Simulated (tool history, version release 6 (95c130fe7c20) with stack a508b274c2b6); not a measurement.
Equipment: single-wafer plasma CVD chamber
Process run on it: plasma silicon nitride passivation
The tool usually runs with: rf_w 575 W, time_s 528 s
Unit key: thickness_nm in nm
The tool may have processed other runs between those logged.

run   hour  rf_w  time_s  read-back reference wafer on the same gauge, thickness_nm  thickness_nm
  1    0.0   575     528                                                    730.102       834.326
  2    7.0   575     528                                                    730.096       832.903
  3   13.7   575     528                                                    729.911       831.183
  4   25.1   655     528                                                    729.922       872.126
  5   31.4   525     559                                                    730.006       848.866
  6   48.7   495     528                                                    729.866       783.469
  7   62.5   575     528                                                    730.098       833.344
  8   79.3   575     528                                                    730.112       831.219
  9   93.5   575     528                                                    729.968       830.777
 10  106.8   575     528                                                    729.947       831.417
 11  122.9   575     528                                                    729.817       827.597
 12  138.4   575     469                                                    729.885       735.472
 13  151.9   575     528                                                    730.053       828.948
 14  164.2   605     552                                                    729.840       880.913
 15  173.8   605     552                                                    730.042       885.018
 16  182.4   575     593                                                    730.040       965.646
 17  186.4   575     593                                                    730.067       964.772
 18  203.7   575     528                                                    730.052       857.751
 19  214.7   575     528                                                    729.887       858.942
 20  225.1   575     528                                                    729.754       860.968
 21  274.1   575     528                                                    730.121       857.860
 22  289.4   505     602                                                    730.049       933.635
 23  304.5   525     577                                                    730.070       909.563
 24  321.7   575     528                                                    729.932       858.568
 25  332.7   625     614                                                    729.949      1031.771
 26  342.2   520     441                                                    729.806       691.535
 27  349.8   605     528                                                    729.894       875.632
 28  364.1   620     561                                                    730.041       938.783
 29  369.2   465     616                                                    730.024       921.966
 30  384.6   470     528                                                    730.105       793.490
 31  431.9   670     457                                                    730.298       787.525
 32  447.6   575     571                                                    730.109       927.699
 33  459.4   690     498                                                    729.876       866.534
 34  473.8   575     490                                                    729.830       793.961
 35  516.8   665     528                                                    730.228       903.045
 36  528.2   490     614                                                    730.168       940.736
 37  540.8   530     467                                                    730.231       736.836
 38  554.0   520     557                                                    729.996       872.200

Not shown: 3 entries that the log had between the listed runs. Between which runs, and how does the tool's hidden state differ before and after?
Runs 15 to 16: RF generator calibrated (hour 181.9)
  delivered RF power above the setpoint (%): -10 -> -0.675
  measured result minus the result with no hidden state, thickness_nm: -36.084 -> -2.452 nm
Runs 17 to 18: gauge calibrated (hour 192.2)
  delivered RF power above the setpoint (%): -0.675 -> -0.676
  measured result minus the result with no hidden state, thickness_nm: -2.450 -> -2.181 nm
Runs 27 to 28: showerhead replaced (hour 363.6)
  delivered RF power above the setpoint (%): -0.721 -> -0.729
  measured result minus the result with no hidden state, thickness_nm: -2.376 -> -2.577 nm
